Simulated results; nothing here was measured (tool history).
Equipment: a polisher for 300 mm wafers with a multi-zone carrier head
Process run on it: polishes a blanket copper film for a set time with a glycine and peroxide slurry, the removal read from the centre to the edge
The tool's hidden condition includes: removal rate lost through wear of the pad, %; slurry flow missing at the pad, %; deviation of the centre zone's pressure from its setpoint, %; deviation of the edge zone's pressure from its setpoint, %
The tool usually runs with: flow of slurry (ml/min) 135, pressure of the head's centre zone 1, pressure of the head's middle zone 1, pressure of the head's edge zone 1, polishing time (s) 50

run,hour,flow of slurry (ml/min),pressure of the head's centre zone,pressure of the head's middle zone,pressure of the head's edge zone,polishing time (s),wafers since the last listed run,wafers polished on this pad,hours since the slurry nozzle was cleaned,hours since the centre zone pressure was calibrated,hours since the edge zone pressure was calibrated,hours since the carrier head's membrane was replaced,"incoming thickness of the incoming film, nm",film removed at the wafer's centre (angstrom),film removed at mid-radius (angstrom),film removed at the wafer's edge (angstrom)
1,0,135,1,1,1,50,0,3171,334.7,383.4,670.8,656.2,1293.2,3179,3193,3083
# hour 14.8: centre zone pressure recalibrated
# hour 39.6: slurry nozzle cleaned
# hour 56.1: worn pad replaced by a new one
2,67.6,135,1,1,1,50,730,138,28,52.8,738.4,723.8,1284.6,3350,3386,3374
# hour 112.2: edge zone pressure recalibrated
3,127.9,110,1,1,1,50,702,841,88.3,113.1,15.7,784.1,1305.1,3168,3232,3133
4,165.1,135,1.04,1,1,62,448,1289,125.5,150.3,52.9,821.3,1296.5,4129,4077,3995
5,238.4,135,1.04,1,1,62,883,2172,198.8,223.6,126.2,894.6,1295.7,4166,3958,4011
6,310.3,165,1,1,1,50,866,3039,270.7,295.5,198.1,966.5,1298.9,3255,3310,3189
# hour 369.5: worn pad replaced by a new one
7,376.1,135,1,1,1,50,744,79,336.5,361.3,263.9,1032.3,1271.1,3344,3496,3371
# hour 408.3: carrier head's membrane replaced by a new one
# hour 428.5: slurry nozzle cleaned
8,444.8,135,1,1,1,50,755,835,16.3,430,332.6,36.5,1268.2,3264,3317,3272
# hour 472.8: centre zone pressure recalibrated
9,473.1,135,1,1,1,50,316,1152,44.6,0.3,360.9,64.8,1289.4,3140,3297,3271
10,535.5,135,0.96,1,1,50,752,1904,107,62.7,423.3,127.2,1261.5,3087,3198,3179
11,574.6,135,1,1,1,50,471,2375,146.1,101.8,462.4,166.3,1275.9,3237,3212,3118
12,602.1,120,1,0.92,0.93,50,331,2707,173.6,129.3,489.9,193.8,1287.2,3092,2956,3032
13,646.7,135,1,1,1,50,537,3244,218.2,173.9,534.5,238.4,1271.4,3199,3166,3146
# hour 692.5: worn pad replaced by a new one
14,708.4,115,1,1,1,50,695,191,279.9,235.6,596.2,300.1,1253.4,3227,3300,3268
# hour 789: slurry nozzle cleaned
# hour 878.4: centre zone pressure recalibrated
# hour 878.6: edge zone pressure recalibrated
15,920.6,135,1,1,1,45,2518,2709,131.6,42.2,42,512.3,1283.3,2849,2895,2768
16,969.7,135,1,1,1,50,591,3301,180.7,91.3,91.1,561.4,1265.2,3116,3156,3133
# hour 977.5: worn pad replaced by a new one
17,1101.4,135,1.04,1,1,62,1538,1493,312.4,223,222.8,693.1,1266.4,4227,4100,3947
18,1169.9,135,0.95,1,0.95,62,825,2318,380.9,291.5,291.3,761.6,1301.7,3816,3996,3783
19,1200.7,135,1,1,1,64,371,2689,411.7,322.3,322.1,792.4,1264.5,4055,4166,4007
# hour 1209.3: slurry nozzle cleaned
20,1257.1,135,1.12,1,1,58,667,3357,47.8,378.7,378.5,848.8,1277.8,4050,3711,3559
21,1294.4,180,1,0.92,1,50,449,3806,85.1,416,415.8,886.1,1282.8,3356,3108,3231
# hour 1298.9: centre zone pressure recalibrated
# hour 1325.5: worn pad replaced by a new one
22,1345.7,170,1,1,1,50,545,243,136.4,46.8,467.1,937.4,1288.8,3478,3547,3388
# hour 1397.2: carrier head's membrane replaced by a new one
23,1404.5,135,1,0.91,1,60,648,892,195.2,105.6,525.9,7.3,1266.6,3809,3683,3926

Below are 3 alternative next runs, each starting from the tool's condition after run 23. Predict each:
A,1404.9,135,1.05,1,1,50,4,897,195.6,106,526.3,7.7,1285.5,?,?,?
B,1404.9,135,1,0.95,1,34,4,897,195.6,106,526.3,7.7,1285.5,?,?,?
C,1404.9,135,1,0.92,1,35,4,897,195.6,106,526.3,7.7,1285.5,?,?,?

run,film removed at the wafer's centre (angstrom),film removed at mid-radius (angstrom),film removed at the wafer's edge (angstrom)
A,3415,3254,3211
B,2210,2120,2185
C,2275,2125,2250
Stripped of hidden state, with their random variation kept, the same runs would have yielded:
run,film removed at the wafer's centre (angstrom),film removed at mid-radius (angstrom),film removed at the wafer's edge (angstrom)
A,3578,3409,3364
B,2316,2221,2289
C,2383,2226,2357
